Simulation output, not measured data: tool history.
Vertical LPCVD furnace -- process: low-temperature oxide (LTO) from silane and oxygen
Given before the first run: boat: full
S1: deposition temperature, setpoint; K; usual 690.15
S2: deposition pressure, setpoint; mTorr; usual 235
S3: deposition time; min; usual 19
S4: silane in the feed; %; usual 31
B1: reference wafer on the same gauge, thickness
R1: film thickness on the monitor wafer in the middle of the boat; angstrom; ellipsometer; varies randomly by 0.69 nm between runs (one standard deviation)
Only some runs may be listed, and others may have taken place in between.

{"run": 1, "hour": 0.0, "S1": 690.15, "S2": 190, "S3": 19, "S4": 31, "B1": 159.01, "R1": 1307.3}
{"run": 2, "hour": 54.4, "S1": 690.15, "S2": 235, "S3": 19, "S4": 31, "B1": 159.25, "R1": 1612.7}
{"run": 3, "hour": 154.0, "S1": 690.15, "S2": 235, "S3": 19, "S4": 31, "B1": 159.09, "R1": 1606.7}
{"run": 4, "hour": 244.4, "S1": 685.15, "S2": 235, "S3": 19, "S4": 31, "B1": 158.83, "R1": 1527.2}
{"run": 5, "hour": 293.8, "S1": 690.15, "S2": 235, "S3": 19, "S4": 31, "B1": 159.07, "R1": 1604.8}
{"run": 6, "hour": 351.9, "S1": 682.15, "S2": 235, "S3": 19, "S4": 34, "B1": 159.01, "R1": 1675.8}
{"run": 7, "hour": 511.5, "S1": 682.15, "S2": 235, "S3": 19, "S4": 34, "B1": 159.07, "R1": 1673.2}
{"run": 8, "hour": 608.0, "S1": 690.15, "S2": 235, "S3": 19, "S4": 31, "B1": 158.98, "R1": 1613.1}
{"run": 9, "hour": 674.7, "S1": 690.15, "S2": 235, "S3": 19, "S4": 31, "B1": 159.09, "R1": 1624.1}
{"run": 10, "hour": 734.5, "S1": 690.15, "S2": 235, "S3": 19, "S4": 31, "B1": 159.11, "R1": 1617.1}
{"run": 11, "hour": 772.9, "S1": 690.15, "S2": 235, "S3": 19, "S4": 31, "B1": 158.97, "R1": 1624.2}
{"run": 12, "hour": 838.1, "S1": 690.15, "S2": 235, "S3": 19, "S4": 31, "B1": 158.76, "R1": 1622.8}
{"run": 13, "hour": 926.9, "S1": 690.15, "S2": 235, "S3": 19, "S4": 31, "B1": 159.12, "R1": 1634.3}
{"run": 14, "hour": 997.1, "S1": 690.15, "S2": 235, "S3": 19, "S4": 31, "B1": 159.1, "R1": 1626.5}
{"run": 15, "hour": 1102.2, "S1": 690.15, "S2": 235, "S3": 19, "S4": 31, "B1": 158.95, "R1": 1635.4}
{"hour": 1184.4, "done": "silane flow controller replaced"}
{"run": 16, "hour": 1208.5, "S1": 690.15, "S2": 235, "S3": 19, "S4": 33, "B1": 159.06, "R1": 1782.3}
{"run": 17, "hour": 1260.6, "S1": 697.15, "S2": 235, "S3": 14, "S4": 31, "B1": 158.88, "R1": 1303}
{"run": 18, "hour": 1347.1, "S1": 690.15, "S2": 235, "S3": 19, "S4": 31, "B1": 158.74, "R1": 1644.7}
{"hour": 1377.4, "done": "gauge calibrated"}
{"run": 19, "hour": 1412.5, "S1": 690.15, "S2": 235, "S3": 19, "S4": 34, "B1": 158.87, "R1": 1856.3}
{"hour": 1438.8, "done": "thermocouples replaced and temperature profile calibrated"}
{"run": 20, "hour": 1489.0, "S1": 690.15, "S2": 235, "S3": 19, "S4": 31, "B1": 158.98, "R1": 1693.5}
{"hour": 1552.9, "done": "pressure gauge zeroed"}
{"run": 21, "hour": 1593.5, "S1": 686.15, "S2": 235, "S3": 19, "S4": 31, "B1": 159.07, "R1": 1614.9}
{"run": 22, "hour": 1660.7, "S1": 683.15, "S2": 235, "S3": 23, "S4": 33, "B1": 158.86, "R1": 2067.6}
{"run": 23, "hour": 1709.6, "S1": 698.15, "S2": 295, "S3": 23.5, "S4": 31, "B1": 159.13, "R1": 2848.4}
{"run": 24, "hour": 1761.6, "S1": 681.15, "S2": 235, "S3": 26, "S4": 31, "B1": 158.98, "R1": 2109.4}
{"run": 25, "hour": 1816.4, "S1": 690.15, "S2": 235, "S3": 19, "S4": 31, "B1": 159, "R1": 1681.8}
{"hour": 1875.1, "done": "thermocouples replaced and temperature profile calibrated, repeated, since the last time left the tool worse"}
{"run": 26, "hour": 1875.6, "S1": 690.15, "S2": 235, "S3": 19, "S4": 31, "B1": 159.07, "R1": 1616.2}
{"run": 27, "hour": 1917.2, "S1": 690.15, "S2": 235, "S3": 19, "S4": 31, "B1": 159.35, "R1": 1612}
{"run": 28, "hour": 1981.1, "S1": 690.15, "S2": 235, "S3": 19, "S4": 27, "B1": 159.09, "R1": 1319.9}
{"run": 29, "hour": 2043.8, "S1": 695.15, "S2": 180, "S3": 13.5, "S4": 35, "B1": 158.99, "R1": 1096.3}
{"run": 30, "hour": 2102.3, "S1": 690.15, "S2": 235, "S3": 19, "S4": 37, "B1": 159.06, "R1": 2024.1}
{"run": 31, "hour": 2323.6, "S1": 684.15, "S2": 235, "S3": 19, "S4": 31, "B1": 159.17, "R1": 1512.3}

Each run again, without the hidden state but with its own random variation kept:
Hidden state at play: true tube temperature minus thermocouple reading, K; true pressure minus gauge reading, mTorr; deviation of the silane flow from its setpoint, %; gauge reads high (%).
run=1 R1=1304
run=2 R1=1607.9
run=3 R1=1600.2
run=4 R1=1519.2
run=5 R1=1595.5
run=6 R1=1664.6
run=7 R1=1657.6
run=8 R1=1595.4
run=9 R1=1604.1
run=10 R1=1595.3
run=11 R1=1600.9
run=12 R1=1597.2
run=13 R1=1605.1
run=14 R1=1594.6
run=15 R1=1598.8
run=16 R1=1737.8
run=17 R1=1268.9
run=18 R1=1596.2
run=19 R1=1799.1
run=20 R1=1602
run=21 R1=1526.1
run=22 R1=1953.9
run=23 R1=2697.4
run=24 R1=1989.9
run=25 R1=1589.1
run=26 R1=1611.2
run=27 R1=1606.9
run=28 R1=1315.5
run=29 R1=1092.7
run=30 R1=2017.2
run=31 R1=1504.8
